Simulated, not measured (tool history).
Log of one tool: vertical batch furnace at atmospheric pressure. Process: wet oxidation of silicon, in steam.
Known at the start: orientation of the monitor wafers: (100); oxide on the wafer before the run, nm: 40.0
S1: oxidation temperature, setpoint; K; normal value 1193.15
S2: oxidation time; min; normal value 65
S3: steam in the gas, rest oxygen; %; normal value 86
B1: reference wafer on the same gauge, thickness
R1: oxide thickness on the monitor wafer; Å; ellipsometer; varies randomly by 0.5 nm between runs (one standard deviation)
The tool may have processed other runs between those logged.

run,day,S1,S2,S3,B1,R1
1,0,1193.15,65,86,256.95,2141.8
2,0.879,1193.15,65,86,257.13,2147.8
3,1.708,1193.15,65,86,257.01,2143.3
4,2.633,1193.15,65,92,256.96,2245.1
5,2.983,1193.15,65,92,257.04,2241.4
6,3.679,1203.15,65,86,257.07,2326
7,5.421,1193.15,65,81,256.88,2054.7
8,5.775,1193.15,65,94,256.92,2281
9,6.325,1193.15,65,86,257.04,2138.8
10,7.067,1193.15,65,86,257.19,2143.5
11,7.596,1193.15,65,86,256.96,2145.9
12,8.592,1203.15,78.5,86,256.95,2681.6
# day 12.096: thermocouples replaced and temperature profile calibrated
# day 12.833: steam generator serviced
13,12.854,1193.15,65,93,257,2304.8
14,13.092,1193.15,65,93,257.17,2304.8
15,13.329,1193.15,65,93,256.95,2303.7
16,13.567,1193.15,65,86,257.11,2176.6
17,14.008,1170.15,65,89,256.89,1777.3
18,14.896,1186.15,35.5,81,257.04,1297.6
19,15.583,1213.15,65,86,257.01,2597.1
20,16.325,1193.15,73.5,96,257,2580.2
21,16.975,1193.15,65,86,256.96,2174.5
22,17.354,1193.15,44,82,256.97,1595.4
23,18.167,1193.15,65,86,257.04,2179.6
# day 18.404: gauge calibrated
24,19.083,1193.15,65,80,257.06,2068.8
25,19.6,1193.15,65,86,257.06,2179
26,20.171,1193.15,78,81,257.07,2379.1
27,21.175,1193.15,65,86,257.01,2173.5
28,21.517,1179.15,38.5,96,256.99,1437.4
29,22.392,1193.15,65,93,256.92,2308.7
30,23.146,1179.15,40.5,80,256.99,1312.5
31,24.121,1193.15,65,86,256.91,2177.4
32,25.35,1178.15,97,93,257.03,2682.8
33,25.883,1203.15,40,86,257.04,1700.2
34,26.608,1193.15,92.5,86,257.02,2800.8
35,27.346,1193.15,33,86,257.16,1369.6
36,28.225,1193.15,49.5,86,257.06,1796.9
37,28.638,1179.15,65,86,257.14,1910.6

Branching from run 37: 5 alternative next runs. What would each branch give?
A,28.879,1193.15,65,86,?,?
B,28.879,1211.15,49.5,81,?,?
C,28.879,1193.15,35,74,?,?
D,28.879,1208.15,65,86,?,?
E,28.879,1216.15,86.5,86,?,?

run,B1,R1
A,256.98,2183.7
B,256.98,2019.9
C,256.98,1291.8
D,256.98,2486.8
E,256.98,3253.6
With no hidden state in the tool, these same runs would have given:
run,R1
A,2176
B,2013.7
C,1287.2
D,2479.6
E,3245
